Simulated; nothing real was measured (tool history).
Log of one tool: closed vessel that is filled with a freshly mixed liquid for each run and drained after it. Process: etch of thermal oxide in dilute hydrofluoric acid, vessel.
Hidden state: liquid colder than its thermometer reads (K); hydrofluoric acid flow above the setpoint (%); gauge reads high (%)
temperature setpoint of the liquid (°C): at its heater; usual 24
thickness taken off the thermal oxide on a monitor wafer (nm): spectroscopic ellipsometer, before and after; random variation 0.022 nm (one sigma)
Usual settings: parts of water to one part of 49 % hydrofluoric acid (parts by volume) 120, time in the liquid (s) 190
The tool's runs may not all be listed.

run,hour,temperature setpoint of the liquid (°C),parts of water to one part of 49 % hydrofluoric acid (parts by volume),time in the liquid (s),wafers since the last listed run,hours since the thermometer was replaced,hours since the hydrofluoric acid flow meter was replaced,hours since the gauge calibration,"read-back film thickness of the thermal oxide reference wafer, read on the same gauge (nm)",thickness taken off the thermal oxide on a monitor wafer (nm)
1,0,24,120,190,0,602.3,2043.4,469.3,50,6.25
2,23.7,24,120,190,2264,626,2067.1,493,50,6.24
3,63,24,120,190,3754,665.3,2106.4,532.3,49.97,6.24
4,91.6,24,120,190,2732,693.9,2135,560.9,49.98,6.21
5,123.7,24,140,190,3066,726,2167.1,593,50.01,5.23
6,145.7,24,140,190,2101,748,2189.1,615,50.01,5.21
7,170.2,24,120,190,2340,772.5,2213.6,639.5,50.01,6.25
# hour 172.1: hydrofluoric acid flow meter replaced
8,189.1,24,120,190,1710,791.4,17,658.4,50.02,6.25
9,206.9,24,120,190,1700,809.2,34.8,676.2,49.98,6.24
10,223.8,24,120,190,1614,826.1,51.7,693.1,49.99,6.25
# hour 237.2: gauge calibrated
11,240.7,24,120,190,1614,843,68.6,3.5,50.01,6.26
12,254.4,22.5,165,235,1308,856.7,82.3,17.2,49.98,5
# hour 274: thermometer replaced
13,288.4,28,120,105,3152,14.4,116.3,51.2,49.98,4.01
14,323.6,29,120,220,3362,49.6,151.5,86.4,49.99,8.67
15,336.5,20,120,285,1232,62.5,164.4,99.3,50.01,7.97
16,401.9,24,120,190,6247,127.9,229.8,164.7,50,6.25
17,422.1,26.5,140,120,1929,148.1,250,184.9,50.01,3.63
18,452.4,26.5,140,120,2894,178.4,280.3,215.2,49.99,3.64
19,483.6,24,100,190,2980,209.6,311.5,246.4,49.99,7.68
20,518,24,120,190,3286,244,345.9,280.8,50,6.18
21,544.2,24,150,190,2503,270.2,372.1,307,50.02,4.8

Hidden state at the last listed run before each entry between runs and at the first one after, where it differs:
Between runs 7 and 8: hydrofluoric acid flow meter replaced (hour 172.1)
  no hidden state differs between the two runs
Between runs 10 and 11: gauge calibrated (hour 237.2)
  no hidden state differs between the two runs
Between runs 12 and 13: thermometer replaced (hour 274)
  no hidden state differs between the two runs
